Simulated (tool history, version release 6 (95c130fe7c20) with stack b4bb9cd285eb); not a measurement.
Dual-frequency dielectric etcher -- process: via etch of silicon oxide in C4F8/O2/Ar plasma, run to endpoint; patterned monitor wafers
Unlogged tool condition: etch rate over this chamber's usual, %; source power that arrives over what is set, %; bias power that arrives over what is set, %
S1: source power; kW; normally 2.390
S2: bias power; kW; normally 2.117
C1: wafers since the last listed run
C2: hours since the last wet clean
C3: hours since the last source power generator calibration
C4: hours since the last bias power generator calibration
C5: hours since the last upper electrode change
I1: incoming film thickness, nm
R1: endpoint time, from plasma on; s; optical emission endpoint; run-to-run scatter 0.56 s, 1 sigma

Run 1, hour 0.0: usual settings; C1 0; C2 311.7; C3 2958.8; C4 2063.3; C5 2545.9; I1 1130.1. Result: R1 190.4 s.
Run 2, hour 49.0: usual settings; C1 389; C2 360.7; C3 3007.8; C4 2112.3; C5 2594.9; I1 1122.3. Result: R1 189.3 s.
At hour 218.5: wet clean of the chamber.
Run 3, hour 263.0: usual settings; C1 1510; C2 44.5; C3 3221.8; C4 2326.3; C5 2808.9; I1 1116.3. Result: R1 185.0 s.
Run 4, hour 326.2: usual settings but S1 2.150 kW, S2 2.283 kW; C1 502; C2 107.7; C3 3285.0; C4 2389.5; C5 2872.1; I1 1126.0. Result: R1 188.6 s.
At hour 358.1: source power generator calibrated.
Run 5, hour 371.9: usual settings but S1 2.150 kW, S2 2.283 kW; C1 331; C2 153.4; C3 13.8; C4 2435.2; C5 2917.8; I1 1124.7. Result: R1 189.8 s.
Run 6, hour 400.8: usual settings; C1 229; C2 182.3; C3 42.7; C4 2464.1; C5 2946.7; I1 1123.2. Result: R1 186.6 s.
Run 7, hour 443.7: usual settings; C1 340; C2 225.2; C3 85.6; C4 2507.0; C5 2989.6; I1 1119.6. Result: R1 187.6 s.
Run 8, hour 469.2: usual settings; C1 202; C2 250.7; C3 111.1; C4 2532.5; C5 3015.1; I1 1129.7. Result: R1 188.2 s.
Run 9, hour 531.0: usual settings but S2 2.449 kW; C1 491; C2 312.5; C3 172.9; C4 2594.3; C5 3076.9; I1 1121.1. Result: R1 178.1 s.
At hour 603.6: upper electrode replaced.
Run 10, hour 604.1: usual settings but S2 2.449 kW; C1 390; C2 385.6; C3 246.0; C4 2667.4; C5 0.5; I1 1120.0. Result: R1 178.2 s.
Run 11, hour 628.6: usual settings but S2 2.449 kW; C1 194; C2 410.1; C3 270.5; C4 2691.9; C5 25.0; I1 1116.5. Result: R1 178.3 s.
Run 12, hour 668.8: usual settings but S1 2.690 kW, S2 1.643 kW; C1 319; C2 450.3; C3 310.7; C4 2732.1; C5 65.2; I1 1118.9. Result: R1 201.0 s.
Run 13, hour 702.5: usual settings but S1 1.940 kW, S2 2.466 kW; C1 267; C2 484.0; C3 344.4; C4 2765.8; C5 98.9; I1 1133.1. Result: R1 194.5 s.
At hour 773.1: bias power generator calibrated.
At hour 788.0: wet clean of the chamber.
Run 14, hour 788.5: usual settings but S2 1.689 kW; C1 533; C2 0.5; C3 430.4; C4 15.4; C5 184.9; I1 1132.9. Result: R1 205.7 s.
Run 15, hour 799.4: usual settings but S2 1.941 kW; C1 86; C2 11.4; C3 441.3; C4 26.3; C5 195.8; I1 1123.3. Result: R1 193.4 s.
Run 16, hour 887.2: usual settings but S1 2.020 kW, S2 1.950 kW; C1 697; C2 99.2; C3 529.1; C4 114.1; C5 283.6; I1 1120.0. Result: R1 205.5 s.
Run 17, hour 917.5: usual settings but S1 1.810 kW, S2 2.360 kW; C1 240; C2 129.5; C3 559.4; C4 144.4; C5 313.9; I1 1107.9. Result: R1 194.9 s.
Run 18, hour 946.4: usual settings but S1 1.820 kW, S2 2.455 kW; C1 229; C2 158.4; C3 588.3; C4 173.3; C5 342.8; I1 1136.0. Result: R1 197.8 s.
Run 19, hour 979.4: usual settings but S1 1.890 kW, S2 1.826 kW; C1 262; C2 191.4; C3 621.3; C4 206.3; C5 375.8; I1 1123.1. Result: R1 217.7 s.
Run 20, hour 1007.5: usual settings but S1 1.810 kW, S2 2.360 kW; C1 223; C2 219.5; C3 649.4; C4 234.4; C5 403.9; I1 1121.2. Result: R1 199.2 s.
Run 21, hour 1037.1: usual settings but S1 2.580 kW; C1 235; C2 249.1; C3 679.0; C4 264.0; C5 433.5; I1 1109.2. Result: R1 180.7 s.
Run 22, hour 1104.4: usual settings but S2 2.449 kW; C1 534; C2 316.4; C3 746.3; C4 331.3; C5 500.8; I1 1119.2. Result: R1 176.9 s.

Each row is a separate what-if for the run after 22, all from the same tool condition, not one after another. Results?
Run A, hour 1104.9: usual settings but S2 1.978 kW; C1 3; C2 316.9; C3 746.8; C4 331.8; C5 501.3; I1 1126.8. Result: R1 ?.
Run B, hour 1104.9: usual settings but S1 2.840 kW, S2 1.905 kW; C1 3; C2 316.9; C3 746.8; C4 331.8; C5 501.3; I1 1126.8. Result: R1 ?.
Run C, hour 1104.9: usual settings but S1 2.140 kW, S2 1.759 kW; C1 3; C2 316.9; C3 746.8; C4 331.8; C5 501.3; I1 1126.8. Result: R1 ?.
Run D, hour 1104.9: usual settings but S1 2.220 kW, S2 2.484 kW; C1 3; C2 316.9; C3 746.8; C4 331.8; C5 501.3; I1 1126.8. Result: R1 ?.
Run E, hour 1104.9: usual settings but S2 1.631 kW; C1 3; C2 316.9; C3 746.8; C4 331.8; C5 501.3; I1 1126.8. Result: R1 ?.

run     R1
  A  194.7
  B  185.4
  C  212.8
  D  182.5
  E  210.8
Without the tool's hidden state the same runs would have given:
run     R1
  A  191.8
  B  182.6
  C  209.6
  D  179.8
  E  207.6
